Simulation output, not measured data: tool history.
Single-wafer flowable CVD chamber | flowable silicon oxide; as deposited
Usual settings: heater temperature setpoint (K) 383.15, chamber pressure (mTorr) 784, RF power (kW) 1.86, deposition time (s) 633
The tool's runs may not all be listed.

run	hour	heater temperature setpoint (K)	chamber pressure (mTorr)	RF power (kW)	deposition time (s)	read-back reference wafer on the same gauge, thickness_nm	mean film thickness on the monitor wafer (nm)
1	0	383.15	784	1.86	633	291.666	293.624
2	209.3	383.15	784	1.86	633	294.131	295.24
3	256.6	383.15	784	1.86	633	294.169	295.095
4	315.8	383.15	784	1.86	633	295.062	296.254
5	354.2	383.15	784	1.86	714	295.889	334.456
6	385.9	383.15	784	1.86	714	295.817	336.209
7	446.9	383.15	784	1.86	714	296.494	335.538
8	477.7	387.15	784	1.86	633	296.821	267.182
9	515.7	387.15	784	1.86	633	297.789	267.271
10	553.1	387.15	784	1.86	633	297.592	265.978
11	611.3	383.15	932	1.86	684	298.686	379.36
12	645	378.15	784	1.86	633	286.214	332.115
13	686	383.15	948	1.57	633	286.98	328.69
14	728.9	383.15	624	1.86	633	287.454	235.668
15	765.8	383.15	784	1.86	633	287.622	288.35
16	797.1	383.15	784	1.86	633	288.032	288.91
17	821.4	383.15	784	1.86	633	288.762	290.612
18	857.1	383.15	784	1.86	633	288.773	290.67
19	913.6	392.15	838	2.045	682	289.262	266.286
20	956.9	396.15	784	1.53	523	289.04	160.025

Taken out of this log: 5 entries between the listed runs. Where each belongs, and how the hidden state differs across it:
Between runs 4 and 5: RF generator calibrated (hour 341.6)
  gauge reads high (%): 3.23 -> 3.37
  measured less the result without the state, mean film thickness on the monitor wafer (nm): +9.267 -> +10.914
Between runs 5 and 6: showerhead replaced (hour 372.5)
  gauge reads high (%): 3.37 -> 3.49
  measured less the result without the state, mean film thickness on the monitor wafer (nm): +10.914 -> +11.345
Between runs 6 and 7: capacitance manometer re-zeroed and calibrated (hour 446.4)
  gauge reads high (%): 3.49 -> 3.72
  measured less the result without the state, mean film thickness on the monitor wafer (nm): +11.345 -> +12.039
Between runs 11 and 12: gauge calibrated (hour 641.7); thermocouple changed; heater temperature recalibrated (hour 642.3)
  gauge reads high (%): 4.34 -> 0.0975
  measured less the result without the state, mean film thickness on the monitor wafer (nm): +15.777 -> +0.323
